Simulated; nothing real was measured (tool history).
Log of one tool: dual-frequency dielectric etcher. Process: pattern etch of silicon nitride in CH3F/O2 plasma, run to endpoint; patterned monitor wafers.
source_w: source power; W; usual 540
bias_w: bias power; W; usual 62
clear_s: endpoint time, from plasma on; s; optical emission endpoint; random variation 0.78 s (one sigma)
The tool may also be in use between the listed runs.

run     day  source_w  bias_w  incoming incoming film thickness, nm  clear_s
  1   0.000       540      62                                  95.7     96.7
  2   0.588       430      62                                  95.6    102.1
  3   1.158       540      62                                  96.2     98.1
  4   2.058       540      62                                  95.4     95.2
  5   3.062       540      62                                  95.4     97.1
  6   4.012       540      62                                  96.1     97.0
  7   5.433       580      54                                  95.1    101.0
  8   6.375       580      54                                  94.9     98.7
  9   7.796       580      54                                  95.3    100.4
 10  10.021       540      51                                  96.3    106.0
 11  10.533       540      51                                  95.2    104.7
     12.346  -- wet clean of the chamber
     12.754  -- upper electrode replaced
 12  12.775       540      51                                  95.3    100.5
 13  13.146       430      51                                  95.4    111.3
 14  17.254       580      54                                  95.4    100.0
     17.600  -- bias power generator calibrated
 15  18.579       640      48                                  95.2    100.5
     18.750  -- source power generator calibrated
 16  19.521       590      76                                  96.4     88.3
 17  20.746       540      77                                  96.1     91.5
 18  21.796       540      49                                  95.1    105.7
 19  23.267       430      51                                  95.3    111.6
 20  24.029       490      71                                  95.5     95.9
 21  24.800       660      75                                  95.1     87.0
 22  25.671       630      62                                  96.3     94.4
 23  26.800       540      62                                  95.4     99.1
 24  27.333       620      73                                  94.9     90.6

5 ways to go on from here, each from the tool as it stands after run 24. What would each give?
  A  27.354       540      74                                  96.0        ?
  B  27.354       540      68                                  96.0        ?
  C  27.354       630      47                                  96.0        ?
  D  27.354       590      50                                  96.0        ?
  E  27.354       660      77                                  96.0        ?

run  clear_s
  A     93.4
  B     96.1
  C    102.9
  D    103.1
  E     86.6
Without the tool's hidden state the same runs would have given:
run  clear_s
  A     90.2
  B     92.8
  C     99.3
  D     99.6
  E     83.6
